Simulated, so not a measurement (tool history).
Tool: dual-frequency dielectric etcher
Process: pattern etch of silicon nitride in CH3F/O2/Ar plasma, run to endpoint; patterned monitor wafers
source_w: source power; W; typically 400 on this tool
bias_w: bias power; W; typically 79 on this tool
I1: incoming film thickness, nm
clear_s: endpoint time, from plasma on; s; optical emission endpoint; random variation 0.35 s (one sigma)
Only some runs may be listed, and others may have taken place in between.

{"run": 1, "hour": 0.0, "source_w": 400, "bias_w": 79, "I1": 36.13, "clear_s": 55.5}
{"run": 2, "hour": 90.2, "source_w": 370, "bias_w": 79, "I1": 36.11, "clear_s": 57.3}
{"run": 3, "hour": 189.3, "source_w": 400, "bias_w": 68, "I1": 36.35, "clear_s": 59.7}
{"hour": 248.2, "done": "wet clean of the chamber"}
{"run": 4, "hour": 416.6, "source_w": 400, "bias_w": 68, "I1": 36.35, "clear_s": 59.8}
{"run": 5, "hour": 516.6, "source_w": 400, "bias_w": 79, "I1": 36.38, "clear_s": 55.5}
{"hour": 797.1, "done": "wet clean of the chamber"}
{"run": 6, "hour": 797.6, "source_w": 400, "bias_w": 79, "I1": 35.89, "clear_s": 54.2}
{"run": 7, "hour": 825.8, "source_w": 400, "bias_w": 79, "I1": 36.25, "clear_s": 55.0}
{"hour": 875.2, "done": "upper electrode replaced, of another model than before"}
{"hour": 1021.4, "done": "bias power generator calibrated"}
{"run": 8, "hour": 1133.4, "source_w": 400, "bias_w": 79, "I1": 36.25, "clear_s": 55.0}
{"run": 9, "hour": 1236.1, "source_w": 400, "bias_w": 79, "I1": 36.14, "clear_s": 54.2}
{"hour": 1269.8, "done": "wet clean of the chamber"}
{"run": 10, "hour": 1292.7, "source_w": 400, "bias_w": 79, "I1": 36.4, "clear_s": 55.1}
{"run": 11, "hour": 1385.0, "source_w": 400, "bias_w": 79, "I1": 35.92, "clear_s": 54.9}
{"run": 12, "hour": 1456.4, "source_w": 400, "bias_w": 79, "I1": 36.55, "clear_s": 54.4}
{"run": 13, "hour": 1561.4, "source_w": 300, "bias_w": 86, "I1": 36.1, "clear_s": 56.7}
{"run": 14, "hour": 1609.2, "source_w": 470, "bias_w": 86, "I1": 36.19, "clear_s": 48.7}
{"run": 15, "hour": 1698.9, "source_w": 470, "bias_w": 99, "I1": 35.71, "clear_s": 44.0}
{"hour": 1873.8, "done": "wet clean of the chamber"}
{"run": 16, "hour": 1926.3, "source_w": 320, "bias_w": 91, "I1": 36.2, "clear_s": 54.0}
{"hour": 1979.5, "done": "source power generator calibrated"}
{"run": 17, "hour": 2029.7, "source_w": 480, "bias_w": 67, "I1": 36.42, "clear_s": 59.2}
{"run": 18, "hour": 2074.0, "source_w": 400, "bias_w": 72, "I1": 36.14, "clear_s": 59.1}
{"run": 19, "hour": 2165.5, "source_w": 400, "bias_w": 79, "I1": 36.33, "clear_s": 55.2}
{"run": 20, "hour": 2218.2, "source_w": 400, "bias_w": 79, "I1": 36.5, "clear_s": 56.0}

The next listed run, before its measurement:
{"run": 21, "hour": 2315.6, "source_w": 450, "bias_w": 92, "I1": 36.37, "clear_s": "?"}

Run 21 came out at clear_s 47.9 s.
Were there no unlogged condition in the tool, this run, its random variation unchanged, would have produced clear_s 48.0 s.

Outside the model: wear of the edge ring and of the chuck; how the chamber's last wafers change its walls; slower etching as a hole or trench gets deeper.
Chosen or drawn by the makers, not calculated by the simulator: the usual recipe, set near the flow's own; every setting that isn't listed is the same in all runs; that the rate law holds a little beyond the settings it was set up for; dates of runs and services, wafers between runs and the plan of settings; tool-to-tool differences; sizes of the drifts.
